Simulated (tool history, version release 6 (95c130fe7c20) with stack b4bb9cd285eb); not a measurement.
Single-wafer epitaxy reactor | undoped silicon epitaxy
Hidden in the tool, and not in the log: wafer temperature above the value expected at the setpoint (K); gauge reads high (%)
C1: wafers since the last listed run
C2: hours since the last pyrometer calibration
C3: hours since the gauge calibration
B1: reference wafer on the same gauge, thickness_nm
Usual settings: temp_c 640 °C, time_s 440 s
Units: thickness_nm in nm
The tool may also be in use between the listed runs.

Run 1, hour 0.0: usual settings but temp_c 649 °C; C1 0; C2 1076.9; C3 621.1; B1 76.544. Result: thickness_nm 78.053 nm.
Run 2, hour 56.5: usual settings but temp_c 649 °C; C1 270; C2 1133.4; C3 677.6; B1 76.679. Result: thickness_nm 77.419 nm.
Run 3, hour 93.6: usual settings but temp_c 649 °C; C1 177; C2 1170.5; C3 714.7; B1 76.714. Result: thickness_nm 78.124 nm.
Run 4, hour 141.0: usual settings but temp_c 632 °C, time_s 489 s; C1 226; C2 1217.9; C3 762.1; B1 76.818. Result: thickness_nm 62.143 nm.
Run 5, hour 172.3: usual settings; C1 149; C2 1249.2; C3 793.4; B1 76.854. Result: thickness_nm 65.678 nm.
Run 6, hour 209.9: usual settings; C1 179; C2 1286.8; C3 831.0; B1 76.908. Result: thickness_nm 65.520 nm.
Run 7, hour 255.5: usual settings; C1 218; C2 1332.4; C3 876.6; B1 76.984. Result: thickness_nm 65.555 nm.
Run 8, hour 291.7: usual settings; C1 173; C2 1368.6; C3 912.8; B1 77.050. Result: thickness_nm 66.192 nm.
Run 9, hour 329.6: usual settings; C1 181; C2 1406.5; C3 950.7; B1 77.116. Result: thickness_nm 66.065 nm.
Run 10, hour 365.6: usual settings but temp_c 644 °C; C1 172; C2 1442.5; C3 986.7; B1 77.178. Result: thickness_nm 71.475 nm.
Run 11, hour 412.8: usual settings but temp_c 629 °C; C1 225; C2 1489.7; C3 1033.9; B1 77.324. Result: thickness_nm 52.840 nm.
Run 12, hour 452.6: usual settings but temp_c 629 °C; C1 190; C2 1529.5; C3 1073.7; B1 77.347. Result: thickness_nm 53.058 nm.
Run 13, hour 504.9: usual settings but temp_c 629 °C; C1 250; C2 1581.8; C3 1126.0; B1 77.468. Result: thickness_nm 53.162 nm.
Run 14, hour 571.4: usual settings; C1 318; C2 1648.3; C3 1192.5; B1 77.667. Result: thickness_nm 65.709 nm.
Run 15, hour 627.5: usual settings; C1 268; C2 1704.4; C3 1248.6; B1 77.738. Result: thickness_nm 66.113 nm.
Run 16, hour 683.2: usual settings but temp_c 647 °C, time_s 521 s; C1 266; C2 1760.1; C3 1304.3; B1 77.794. Result: thickness_nm 90.153 nm.
At hour 739.6: pyrometer calibrated.
Run 17, hour 754.2: usual settings but temp_c 649 °C, time_s 494 s; C1 301; C2 14.6; C3 1375.3; B1 77.991. Result: thickness_nm 88.831 nm.
At hour 790.7: gauge calibrated.
Run 18, hour 821.0: usual settings but time_s 417 s; C1 319; C2 81.4; C3 30.3; B1 75.274. Result: thickness_nm 61.081 nm.
Run 19, hour 879.1: usual settings but temp_c 630 °C, time_s 499 s; C1 277; C2 139.5; C3 88.4; B1 75.434. Result: thickness_nm 59.720 nm.
Run 20, hour 909.3: usual settings but temp_c 644 °C, time_s 364 s; C1 144; C2 169.7; C3 118.6; B1 75.458. Result: thickness_nm 57.594 nm.
Run 21, hour 977.8: usual settings but time_s 404 s; C1 327; C2 238.2; C3 187.1; B1 75.595. Result: thickness_nm 59.353 nm.
Run 22, hour 1044.6: usual settings but time_s 467 s; C1 319; C2 305.0; C3 253.9; B1 75.704. Result: thickness_nm 68.558 nm.
Run 23, hour 1082.2: usual settings but temp_c 650 °C, time_s 509 s; C1 179; C2 342.6; C3 291.5; B1 75.742. Result: thickness_nm 90.400 nm.
Run 24, hour 1150.3: usual settings but temp_c 629 °C, time_s 365 s; C1 325; C2 410.7; C3 359.6; B1 75.893. Result: thickness_nm 43.141 nm.
Run 25, hour 1294.8: usual settings but temp_c 649 °C, time_s 511 s; C1 691; C2 555.2; C3 504.1; B1 76.170. Result: thickness_nm 89.661 nm.
Run 26, hour 1362.2: usual settings; C1 322; C2 622.6; C3 571.5; B1 76.270. Result: thickness_nm 64.870 nm.
Run 27, hour 1393.5: usual settings but temp_c 650 °C, time_s 380 s; C1 149; C2 653.9; C3 602.8; B1 76.378. Result: thickness_nm 68.237 nm.
Run 28, hour 1447.0: usual settings; C1 255; C2 707.4; C3 656.3; B1 76.457. Result: thickness_nm 64.953 nm.
Run 29, hour 1495.4: usual settings but temp_c 628 °C; C1 231; C2 755.8; C3 704.7; B1 76.539. Result: thickness_nm 51.286 nm.
Run 30, hour 1565.5: usual settings but temp_c 626 °C; C1 335; C2 825.9; C3 774.8; B1 76.701. Result: thickness_nm 49.527 nm.
Run 31, hour 1600.9: usual settings; C1 169; C2 861.3; C3 810.2; B1 76.806. Result: thickness_nm 65.310 nm.

4 ways to go on from here, each from the tool as it stands after run 31. What would each give?
Run A, hour 1601.4: usual settings but temp_c 645 °C; C1 2; C2 861.8; C3 810.7; B1 ?. Result: thickness_nm ?.
Run B, hour 1601.4: usual settings but temp_c 628 °C, time_s 366 s; C1 2; C2 861.8; C3 810.7; B1 ?. Result: thickness_nm ?.
Run C, hour 1601.4: usual settings but temp_c 654 °C; C1 2; C2 861.8; C3 810.7; B1 ?. Result: thickness_nm ?.
Run D, hour 1601.4: usual settings but temp_c 646 °C, time_s 515 s; C1 2; C2 861.8; C3 810.7; B1 ?. Result: thickness_nm ?.

run      B1  thickness_nm
  A  76.727        72.099
  B  76.727        42.883
  C  76.727        85.731
  D  76.727        86.041
Without the tool's hidden state the same runs would have given:
run  thickness_nm
  A        70.659
  B        42.027
  C        84.019
  D        84.322
